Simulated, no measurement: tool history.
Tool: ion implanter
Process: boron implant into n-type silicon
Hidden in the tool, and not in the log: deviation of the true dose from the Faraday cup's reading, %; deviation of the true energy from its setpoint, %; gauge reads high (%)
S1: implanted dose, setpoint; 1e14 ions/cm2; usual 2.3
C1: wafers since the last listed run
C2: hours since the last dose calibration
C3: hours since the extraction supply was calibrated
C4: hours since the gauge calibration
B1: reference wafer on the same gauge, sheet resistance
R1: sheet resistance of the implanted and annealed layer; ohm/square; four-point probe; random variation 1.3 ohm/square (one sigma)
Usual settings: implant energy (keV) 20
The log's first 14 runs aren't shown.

Run 15, hour 729.2: usual settings; C1 337; C2 455.5; C3 5966.5; C4 521.9; B1 476.72. Result: R1 408.33 ohm/square.
Run 16, hour 758.5: usual settings; C1 378; C2 484.8; C3 5995.8; C4 551.2; B1 476.61. Result: R1 407.55 ohm/square.
At hour 777.6: extraction supply calibrated.
Run 17, hour 794.6: usual settings; C1 362; C2 520.9; C3 17; C4 587.3; B1 476.95. Result: R1 410.59 ohm/square.
Run 18, hour 828.3: usual settings but S1 2.53 1e14 ions/cm2, implant energy (keV) 13.5; C1 435; C2 554.6; C3 50.7; C4 621; B1 476.14. Result: R1 395.48 ohm/square.
Run 19, hour 858: usual settings but S1 2.1 1e14 ions/cm2, implant energy (keV) 25; C1 383; C2 584.3; C3 80.4; C4 650.7; B1 477.08. Result: R1 426.7 ohm/square.
Run 20, hour 902.1: usual settings; C1 569; C2 628.4; C3 124.5; C4 694.8; B1 477.61. Result: R1 410.69 ohm/square.
Run 21, hour 960.6: usual settings; C1 755; C2 686.9; C3 183; C4 753.3; B1 476.65. Result: R1 408.76 ohm/square.
Run 22, hour 1003.2: usual settings but S1 2.48 1e14 ions/cm2, implant energy (keV) 18; C1 550; C2 729.5; C3 225.6; C4 795.9; B1 476.96. Result: R1 387.76 ohm/square.
Run 23, hour 1036.7: usual settings but S1 2.48 1e14 ions/cm2, implant energy (keV) 18; C1 432; C2 763; C3 259.1; C4 829.4; B1 477.84. Result: R1 390.6 ohm/square.
Run 24, hour 1069.6: usual settings but S1 2.67 1e14 ions/cm2, implant energy (keV) 17; C1 424; C2 795.9; C3 292; C4 862.3; B1 477.26. Result: R1 368.42 ohm/square.
Run 25, hour 1111.1: usual settings but S1 1.75 1e14 ions/cm2, implant energy (keV) 22; C1 535; C2 837.4; C3 333.5; C4 903.8; B1 476.68. Result: R1 506.21 ohm/square.
Run 26, hour 1165.5: usual settings; C1 702; C2 891.8; C3 387.9; C4 958.2; B1 476.66. Result: R1 405.85 ohm/square.
Run 27, hour 1216.5: usual settings but S1 1.61 1e14 ions/cm2, implant energy (keV) 14; C1 658; C2 942.8; C3 438.9; C4 1009.2; B1 477.46. Result: R1 571.18 ohm/square.
Run 28, hour 1261: usual settings but S1 2.86 1e14 ions/cm2, implant energy (keV) 15; C1 574; C2 987.3; C3 483.4; C4 1053.7; B1 477.18. Result: R1 352.34 ohm/square.
Run 29, hour 1296.9: usual settings but S1 1.73 1e14 ions/cm2, implant energy (keV) 15; C1 463; C2 1023.2; C3 519.3; C4 1089.6; B1 476.77. Result: R1 535.28 ohm/square.
Run 30, hour 1334.4: usual settings but S1 2.9 1e14 ions/cm2, implant energy (keV) 16.5; C1 484; C2 1060.7; C3 556.8; C4 1127.1; B1 477.34. Result: R1 344.96 ohm/square.
At hour 1349.3: gauge calibrated.
Run 31, hour 1376.2: usual settings but S1 1.68 1e14 ions/cm2; C1 539; C2 1102.5; C3 598.6; C4 26.9; B1 478.07. Result: R1 526.83 ohm/square.
Run 32, hour 1408: usual settings but S1 1.64 1e14 ions/cm2, implant energy (keV) 15.5; C1 410; C2 1134.3; C3 630.4; C4 58.7; B1 477.18. Result: R1 557.85 ohm/square.
Run 33, hour 1473: usual settings; C1 839; C2 1199.3; C3 695.4; C4 123.7; B1 477.7. Result: R1 407.79 ohm/square.
Run 34, hour 1531.1: usual settings; C1 750; C2 1257.4; C3 753.5; C4 181.8; B1 477.25. Result: R1 407.84 ohm/square.
Run 35, hour 1576.8: usual settings but S1 1.64 1e14 ions/cm2; C1 590; C2 1303.1; C3 799.2; C4 227.5; B1 477.02. Result: R1 540.24 ohm/square.
Run 36, hour 1601.6: usual settings but S1 1.96 1e14 ions/cm2, implant energy (keV) 25.5; C1 320; C2 1327.9; C3 824; C4 252.3; B1 476.25. Result: R1 452.68 ohm/square.
Run 37, hour 1664.2: usual settings but S1 2.8 1e14 ions/cm2, implant energy (keV) 25; C1 808; C2 1390.5; C3 886.6; C4 314.9; B1 476.98. Result: R1 338.88 ohm/square.

Forecast each of these 4 alternatives for the next run:
Run A, hour 1664.6: usual settings but implant energy (keV) 14.5; C1 5; C2 1390.9; C3 887; C4 315.3; B1 ?. Result: R1 ?.
Run B, hour 1664.6: usual settings but S1 2.76 1e14 ions/cm2, implant energy (keV) 15.5; C1 5; C2 1390.9; C3 887; C4 315.3; B1 ?. Result: R1 ?.
Run C, hour 1664.6: usual settings but S1 2.95 1e14 ions/cm2; C1 5; C2 1390.9; C3 887; C4 315.3; B1 ?. Result: R1 ?.
Run D, hour 1664.6: usual settings but S1 2.87 1e14 ions/cm2, implant energy (keV) 13; C1 5; C2 1390.9; C3 887; C4 315.3; B1 ?. Result: R1 ?.

run      B1      R1
  A  477.37   424.7
  B  477.37  362.09
  C  477.37  333.04
  D  477.37   358.1
Without the tool's hidden state the same runs would have given:
run      R1
  A   424.7
  B  362.09
  C  333.04
  D   358.1

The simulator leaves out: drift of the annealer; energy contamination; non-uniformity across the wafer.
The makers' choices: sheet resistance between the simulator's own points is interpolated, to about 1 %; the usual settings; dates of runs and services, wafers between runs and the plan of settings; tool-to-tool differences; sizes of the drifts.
